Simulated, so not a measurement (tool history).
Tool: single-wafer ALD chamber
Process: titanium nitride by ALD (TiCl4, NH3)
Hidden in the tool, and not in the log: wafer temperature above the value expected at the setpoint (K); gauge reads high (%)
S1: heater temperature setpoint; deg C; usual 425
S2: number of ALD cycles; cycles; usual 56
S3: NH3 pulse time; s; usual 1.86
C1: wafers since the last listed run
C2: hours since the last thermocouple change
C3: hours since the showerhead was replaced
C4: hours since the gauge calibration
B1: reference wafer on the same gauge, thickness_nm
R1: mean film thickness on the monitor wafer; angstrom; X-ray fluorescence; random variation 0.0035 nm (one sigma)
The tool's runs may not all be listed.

{"run": 1, "hour": 0.0, "S1": 425, "S2": 56, "S3": 1.86, "C1": 0, "C2": 995.2, "C3": 2174, "C4": 73.5, "B1": 1.19, "R1": 13.82}
{"run": 2, "hour": 14.3, "S1": 425, "S2": 56, "S3": 1.86, "C1": 58, "C2": 1009.5, "C3": 2188.3, "C4": 87.8, "B1": 1.191, "R1": 13.83}
{"run": 3, "hour": 29.5, "S1": 425, "S2": 56, "S3": 1.86, "C1": 62, "C2": 1024.7, "C3": 2203.5, "C4": 103, "B1": 1.191, "R1": 13.8}
{"run": 4, "hour": 37.0, "S1": 425, "S2": 56, "S3": 1.86, "C1": 30, "C2": 1032.2, "C3": 2211, "C4": 110.5, "B1": 1.189, "R1": 13.79}
{"run": 5, "hour": 43.9, "S1": 425, "S2": 56, "S3": 1.86, "C1": 28, "C2": 1039.1, "C3": 2217.9, "C4": 117.4, "B1": 1.19, "R1": 13.87}
{"run": 6, "hour": 55.3, "S1": 425, "S2": 56, "S3": 1.86, "C1": 46, "C2": 1050.5, "C3": 2229.3, "C4": 128.8, "B1": 1.19, "R1": 13.84}
{"run": 7, "hour": 71.5, "S1": 425, "S2": 56, "S3": 2.34, "C1": 66, "C2": 1066.7, "C3": 2245.5, "C4": 145, "B1": 1.19, "R1": 13.81}
{"run": 8, "hour": 87.3, "S1": 425, "S2": 56, "S3": 2.34, "C1": 64, "C2": 1082.5, "C3": 2261.3, "C4": 160.8, "B1": 1.19, "R1": 13.89}
{"run": 9, "hour": 105.1, "S1": 425, "S2": 56, "S3": 2.34, "C1": 73, "C2": 1100.3, "C3": 2279.1, "C4": 178.6, "B1": 1.19, "R1": 13.87}
{"hour": 123.6, "done": "showerhead replaced"}
{"run": 10, "hour": 124.1, "S1": 425, "S2": 56, "S3": 1.86, "C1": 45, "C2": 1119.3, "C3": 0.5, "C4": 197.6, "B1": 1.19, "R1": 13.73}
{"run": 11, "hour": 133.5, "S1": 425, "S2": 56, "S3": 1.86, "C1": 38, "C2": 1128.7, "C3": 9.9, "C4": 207, "B1": 1.19, "R1": 13.79}
{"run": 12, "hour": 147.7, "S1": 425, "S2": 56, "S3": 1.86, "C1": 58, "C2": 1142.9, "C3": 24.1, "C4": 221.2, "B1": 1.19, "R1": 13.82}
{"hour": 148.4, "done": "gauge calibrated"}
{"run": 13, "hour": 162.4, "S1": 411, "S2": 56, "S3": 2.5, "C1": 60, "C2": 1157.6, "C3": 38.8, "C4": 14, "B1": 1.19, "R1": 13.85}
{"run": 14, "hour": 168.9, "S1": 425, "S2": 56, "S3": 1.86, "C1": 26, "C2": 1164.1, "C3": 45.3, "C4": 20.5, "B1": 1.19, "R1": 13.85}
{"run": 15, "hour": 179.1, "S1": 417, "S2": 56, "S3": 1.86, "C1": 41, "C2": 1174.3, "C3": 55.5, "C4": 30.7, "B1": 1.19, "R1": 13.75}
{"run": 16, "hour": 190.8, "S1": 436, "S2": 47, "S3": 2.13, "C1": 47, "C2": 1186, "C3": 67.2, "C4": 42.4, "B1": 1.19, "R1": 11.59}
{"run": 17, "hour": 208.4, "S1": 425, "S2": 56, "S3": 1.86, "C1": 72, "C2": 1203.6, "C3": 84.8, "C4": 60, "B1": 1.189, "R1": 13.81}
{"run": 18, "hour": 214.4, "S1": 425, "S2": 56, "S3": 1.86, "C1": 24, "C2": 1209.6, "C3": 90.8, "C4": 66, "B1": 1.19, "R1": 13.81}
{"hour": 231.3, "done": "thermocouple changed; heater temperature recalibrated"}
{"run": 19, "hour": 231.8, "S1": 425, "S2": 56, "S3": 1.86, "C1": 38, "C2": 0.5, "C3": 108.2, "C4": 83.4, "B1": 1.191, "R1": 13.83}
{"run": 20, "hour": 243.8, "S1": 425, "S2": 56, "S3": 1.52, "C1": 49, "C2": 12.5, "C3": 120.2, "C4": 95.4, "B1": 1.189, "R1": 13.74}
{"run": 21, "hour": 282.6, "S1": 417, "S2": 46, "S3": 1.86, "C1": 159, "C2": 51.3, "C3": 159, "C4": 134.2, "B1": 1.191, "R1": 11.27}
{"run": 22, "hour": 297.8, "S1": 413, "S2": 49, "S3": 1.86, "C1": 62, "C2": 66.5, "C3": 174.2, "C4": 149.4, "B1": 1.19, "R1": 12.08}
{"run": 23, "hour": 305.5, "S1": 434, "S2": 64, "S3": 1.86, "C1": 31, "C2": 74.2, "C3": 181.9, "C4": 157.1, "B1": 1.19, "R1": 15.78}
{"run": 24, "hour": 311.7, "S1": 411, "S2": 56, "S3": 1.86, "C1": 25, "C2": 80.4, "C3": 188.1, "C4": 163.3, "B1": 1.19, "R1": 13.72}

4 ways to go on from here, each from the tool as it stands after run 24. What would each give?
{"run": "A", "hour": 312.2, "S1": 425, "S2": 56, "S3": 1.86, "C1": 2, "C2": 80.9, "C3": 188.6, "C4": 163.8, "B1": "?", "R1": "?"}
{"run": "B", "hour": 312.2, "S1": 436, "S2": 61, "S3": 2.13, "C1": 2, "C2": 80.9, "C3": 188.6, "C4": 163.8, "B1": "?", "R1": "?"}
{"run": "C", "hour": 312.2, "S1": 418, "S2": 61, "S3": 1.86, "C1": 2, "C2": 80.9, "C3": 188.6, "C4": 163.8, "B1": "?", "R1": "?"}
{"run": "D", "hour": 312.2, "S1": 425, "S2": 53, "S3": 1.33, "C1": 2, "C2": 80.9, "C3": 188.6, "C4": 163.8, "B1": "?", "R1": "?"}

run=A B1=1.19 R1=13.77
run=B B1=1.19 R1=15.04
run=C B1=1.19 R1=14.96
run=D B1=1.19 R1=12.93
Without the tool's hidden state the same runs would have given:
run=A R1=13.77
run=B R1=15.04
run=C R1=14.96
run=D R1=12.93

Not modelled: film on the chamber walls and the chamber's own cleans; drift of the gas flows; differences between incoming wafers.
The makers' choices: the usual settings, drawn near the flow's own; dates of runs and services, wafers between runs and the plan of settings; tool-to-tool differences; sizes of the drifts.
